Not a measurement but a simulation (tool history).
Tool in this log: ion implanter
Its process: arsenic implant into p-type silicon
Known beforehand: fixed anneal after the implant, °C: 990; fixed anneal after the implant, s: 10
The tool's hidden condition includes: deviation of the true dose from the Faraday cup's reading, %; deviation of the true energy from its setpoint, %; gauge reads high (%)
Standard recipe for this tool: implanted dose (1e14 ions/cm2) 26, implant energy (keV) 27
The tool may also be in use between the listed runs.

run    hour  implanted dose (1e14 ions/cm2)  implant energy (keV)  wafers since the last listed run  hours since the last dose calibration  hours since the extraction supply was calibrated  hours since the gauge calibration  read-back reference wafer on the same gauge, sheet resistance  sheet resistance of the implanted and annealed layer (ohm/square)
  1       0                              26                    27                                 0                                   30.8                                            3200.1                              240.5                                                         122.96                                                             105.09
  2    84.8                              26                    27                              1160                                  115.6                                            3284.9                              325.3                                                         122.98                                                             105.64
  3   128.3                              26                    27                               595                                  159.1                                            3328.4                              368.8                                                         123.04                                                             105.35
  4   202.5                              26                    32                              1015                                  233.3                                            3402.6                                443                                                         122.97                                                              96.47
  5   245.7                              26                    32                               591                                  276.5                                            3445.8                              486.2                                                         122.95                                                               96.5
  6   334.8                           23.01                    27                              1219                                  365.6                                            3534.9                              575.3                                                         122.97                                                             106.83
  7   419.2                           23.01                    27                              1155                                    450                                            3619.3                              659.7                                                         122.93                                                             106.69
  8   490.5                              26                    27                               976                                  521.3                                            3690.6                                731                                                         123.01                                                             105.24
      521.8  -- gauge calibrated
  9   566.3                              26                    27                              1037                                  597.1                                            3766.4                               44.5                                                         122.95                                                             105.27
 10     629                              26                    27                               858                                  659.8                                            3829.1                              107.2                                                         122.96                                                             105.59
 11   694.1                              26                    27                               891                                  724.9                                            3894.2                              172.3                                                         122.92                                                              105.2
 12   765.1                           23.61                  34.5                               971                                  795.9                                            3965.2                              243.3                                                         123.09                                                              93.53
 13   842.9                           30.78                  30.5                              1065                                  873.7                                              4043                              321.1                                                         123.02                                                              97.16
 14   896.8                           33.46                  35.5                               737                                  927.6                                            4096.9                                375                                                         123.08                                                              88.98
      960.6  -- Faraday cup replaced and dose calibrated
 15   961.1                           19.78                  17.5                               770                                    0.5                                            4161.2                              439.3                                                         122.97                                                             133.73
 16  1012.3                              26                    27                               700                                   51.7                                            4212.4                              490.5                                                         123.01                                                             105.54
     1063.6  -- extraction supply calibrated
 17  1064.1                              26                    27                               599                                  103.5                                               0.5                              542.3                                                         122.96                                                             102.19
 18  1314.5                           33.46                  35.5                              3427                                  353.9                                             250.9                              792.7                                                         123.02                                                              86.22
     1314.7  -- gauge calibrated
 19  1384.4                            28.1                  35.5                               956                                  423.8                                             320.8                               69.7                                                         122.95                                                              88.37
 20    1459                              26                    23                              1021                                  498.4                                             395.4                              144.3                                                         122.99                                                             111.94
 21  1545.5                              26                    35                              1184                                  584.9                                             481.9                              230.8                                                         123.03                                                              89.82
 22  1590.7                           31.94                    24                               618                                  630.1                                             527.1                                276                                                         122.95                                                             107.82

Some steps in sheet resistance of the implanted and annealed layer (ohm/square), run to run, broken into two amounts with sign: the step expected even without the hidden condition (settings, incoming material, random variation), and the rest, left for the hidden condition together with whatever gauge scatter is not in both the measured and the hidden-condition-free result:
Run 14 -> 15: implanted dose (1e14 ions/cm2) 33.46 -> 19.78, implant energy (keV) 35.5 -> 17.5, Faraday cup replaced and dose calibrated. sheet resistance of the implanted and annealed layer (ohm/square) +44.75: hidden state +0.34, all else +44.41.
Run 15 -> 16: implanted dose (1e14 ions/cm2) 19.78 -> 26, implant energy (keV) 17.5 -> 27. sheet resistance of the implanted and annealed layer (ohm/square) -28.19: hidden state -0.08, all else -28.11.
Run 16 -> 17: extraction supply calibrated. sheet resistance of the implanted and annealed layer (ohm/square) -3.35: hidden state -3.06, all else -0.29.
Run 17 -> 18: implanted dose (1e14 ions/cm2) 26 -> 33.46, implant energy (keV) 27 -> 35.5. sheet resistance of the implanted and annealed layer (ohm/square) -15.97: hidden state +0.39, all else -16.36.

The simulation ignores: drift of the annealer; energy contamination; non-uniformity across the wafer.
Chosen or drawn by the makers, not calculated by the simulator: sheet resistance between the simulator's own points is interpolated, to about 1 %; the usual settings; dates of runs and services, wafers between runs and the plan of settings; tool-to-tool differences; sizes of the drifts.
